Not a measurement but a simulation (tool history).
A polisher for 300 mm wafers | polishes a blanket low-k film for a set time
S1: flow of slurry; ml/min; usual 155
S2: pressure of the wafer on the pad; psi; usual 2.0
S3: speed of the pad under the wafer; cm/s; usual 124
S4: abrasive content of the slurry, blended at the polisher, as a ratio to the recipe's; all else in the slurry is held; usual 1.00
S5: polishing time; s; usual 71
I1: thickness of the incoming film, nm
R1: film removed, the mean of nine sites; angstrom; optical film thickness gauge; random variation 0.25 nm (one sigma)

run,day,S1,S2,S3,S4,S5,I1,R1
1,0.000,155,2.0,124,1.00,71,337.9,298
# day 0.946: conditioning disc replaced and pad reconditioned
2,1.062,155,2.0,124,1.00,71,343.6,296
# day 1.704: worn pad replaced by a new one
3,1.725,155,2.0,124,1.00,71,336.5,291
4,2.767,155,2.0,124,1.00,71,341.2,293
5,4.254,155,2.0,124,1.00,71,342.4,286
# day 5.979: conditioning disc replaced and pad reconditioned
6,6.833,155,2.0,124,1.00,71,341.5,284
7,8.129,155,2.0,124,1.00,71,341.5,282
# day 9.179: worn pad replaced by a new one
8,9.758,155,2.0,124,1.00,71,342.2,280
9,11.071,155,2.0,124,1.00,71,340.4,277
10,11.733,155,2.0,124,1.00,71,332.6,276
# day 11.929: conditioning disc replaced and pad reconditioned
11,12.238,155,2.0,124,1.00,71,342.9,270
12,12.883,155,2.0,124,1.00,71,344.7,277
13,13.450,115,1.6,164,1.00,71,336.5,236
14,14.267,155,2.0,124,1.00,71,333.9,272
# day 15.033: slurry blender recalibrated
15,15.379,155,2.0,124,1.30,71,338.8,316
# day 16.171: head pressure recalibrated
# day 16.350: worn pad replaced by a new one
16,16.608,125,2.0,80,0.85,46,344.5,131
# day 16.938: slurry nozzle cleaned
17,17.221,155,1.5,90,1.10,57,346.8,157
# day 17.842: conditioning disc replaced and pad reconditioned
18,18.092,175,2.0,124,1.00,47,337.9,202
19,19.408,140,1.4,86,1.15,71,345.7,175
20,20.588,155,2.4,124,1.00,83,336.9,406
21,22.021,155,2.0,168,1.00,61,332.3,295
# day 23.325: worn pad replaced by a new one
22,23.346,155,2.0,124,1.20,71,342.9,301
# day 24.246: conditioning disc replaced and pad reconditioned
23,24.396,180,2.0,124,1.30,71,339.2,319
24,25.733,155,2.0,124,1.00,71,337.7,282
25,26.529,155,2.0,124,1.00,71,343.2,283

The same runs without the tool's hidden state, with the same run-to-run variation:
The hidden state here: removal rate lost through wear of the pad, %; slurry flow missing at the pad, %; deviation of the head's pressure from its setpoint, %; abrasive missing from the slurry, %; time polished since the conditioner stopped cutting, s.
run,R1
1,306
2,307
3,304
4,309
5,306
6,309
7,308
8,309
9,307
10,308
11,302
12,310
13,269
14,307
15,335
16,144
17,161
18,209
19,183
20,428
21,313
22,320
23,340
24,303
25,305
